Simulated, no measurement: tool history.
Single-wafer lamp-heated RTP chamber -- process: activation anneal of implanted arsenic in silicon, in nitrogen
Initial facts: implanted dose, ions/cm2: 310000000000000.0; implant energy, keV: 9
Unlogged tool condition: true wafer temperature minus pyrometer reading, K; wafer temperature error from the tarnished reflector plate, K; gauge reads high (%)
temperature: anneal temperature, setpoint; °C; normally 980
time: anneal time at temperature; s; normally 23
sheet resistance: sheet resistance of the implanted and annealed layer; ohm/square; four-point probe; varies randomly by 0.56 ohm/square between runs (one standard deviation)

run	hour	temperature	time	wafers since the last listed run	wafers since the last pyrometer calibration	wafers since the reflector plate was cleaned	hours since the gauge calibration	read-back reference wafer on the same gauge, sheet resistance	sheet resistance
1	0.0	980	23	0	757	6677	238.8	374.84	343.43
2	38.7	960	18	766	1524	7444	277.5	375.03	348.85
3	92.5	960	18	1065	2590	8510	331.3	374.95	349.12
4	147.1	960	18	1081	3671	9592	385.9	374.91	348.88
5	172.0	998	23	493	4165	10085	410.8	374.81	339.00
6	240.4	998	23	1355	5520	11440	479.2	374.91	338.02
# hour 254.3: reflector plate cleaned
7	265.6	980	23	340	5861	224	504.4	374.82	341.93
# hour 315.5: pyrometer window cleaned and pyrometer calibrated
8	316.0	980	23	840	9	1064	554.8	375.19	341.26
9	366.2	980	23	994	1004	2059	605.0	374.96	341.89
10	420.1	980	23	1067	2072	3127	658.9	375.08	341.38
11	476.2	980	23	1111	3183	4239	715.0	375.04	341.81
# hour 531.3: reflector plate cleaned, repeated, since the last time left the tool worse
12	534.4	980	23	994	4178	61	773.2	375.11	344.22
13	559.3	980	23	493	4671	554	798.1	374.78	343.31
14	606.5	980	23	935	5607	1489	845.3	374.73	343.35
15	660.5	998	27	1069	6676	2559	899.3	375.11	337.25
# hour 696.3: pyrometer window cleaned and pyrometer calibrated
16	704.5	990	35	713	163	3273	943.3	374.87	336.07
17	769.1	993	34	1279	1442	4552	1007.9	375.00	336.16
18	810.6	951	18	822	2265	5375	1049.4	374.78	351.00
19	850.1	997	23	782	3047	6157	1088.9	375.21	338.39
20	902.8	980	18	1044	4092	7202	1141.6	375.05	345.22
21	935.2	980	33	641	4734	7844	1174.0	375.08	339.94
22	982.0	960	18	927	5661	8771	1220.8	374.85	348.23
23	1044.7	980	23	1242	6903	10013	1283.5	375.12	342.61
# hour 1071.9: pyrometer window cleaned and pyrometer calibrated
24	1072.4	980	11	390	8	10404	1311.2	375.04	350.04
25	1109.7	1001	17	739	748	11143	1348.5	375.07	340.70
26	1156.1	956	32	919	1667	12062	1394.9	375.06	344.26
# hour 1180.8: reflector plate cleaned
27	1181.3	980	23	340	2008	10	1420.1	375.20	343.90
# hour 1183.6: gauge calibrated
28	1206.6	1001	30	501	2509	511	23.0	374.85	335.25
29	1271.6	980	23	1287	3797	1799	88.0	374.99	343.39
30	1309.3	960	36	746	4544	2546	125.7	375.12	343.23
31	1358.6	980	23	976	5521	3523	175.0	374.92	343.57
# hour 1430.0: pyrometer window cleaned and pyrometer calibrated
32	1430.5	953	31	1266	10	4789	246.9	375.10	345.87
33	1489.2	959	16	1163	1173	5952	305.6	375.07	350.42
34	1544.4	980	19	1093	2267	7046	360.8	375.15	345.08
35	1571.9	998	13	544	2812	7591	388.3	374.73	344.72

Measured less the same run without the tool's hidden state. The same run-to-run variation is in both; the gauge's scatter may not be:
run	sheet resistance
1	-0.38
2	-0.38
3	-0.49
4	-0.62
5	-0.99
6	-1.27
7	-2.16
8	-2.16
9	-2.20
10	-2.24
11	-2.32
12	-0.20
13	-0.20
14	-0.22
15	-0.32
16	-0.38
17	-0.49
18	-0.36
19	-0.59
20	-0.54
21	-0.81
22	-0.66
23	-0.99
24	-0.84
25	-1.31
26	-1.28
27	-0.04
28	-0.07
29	-0.07
30	-0.10
31	-0.14
32	-0.21
33	-0.27
34	-0.40
35	-0.47

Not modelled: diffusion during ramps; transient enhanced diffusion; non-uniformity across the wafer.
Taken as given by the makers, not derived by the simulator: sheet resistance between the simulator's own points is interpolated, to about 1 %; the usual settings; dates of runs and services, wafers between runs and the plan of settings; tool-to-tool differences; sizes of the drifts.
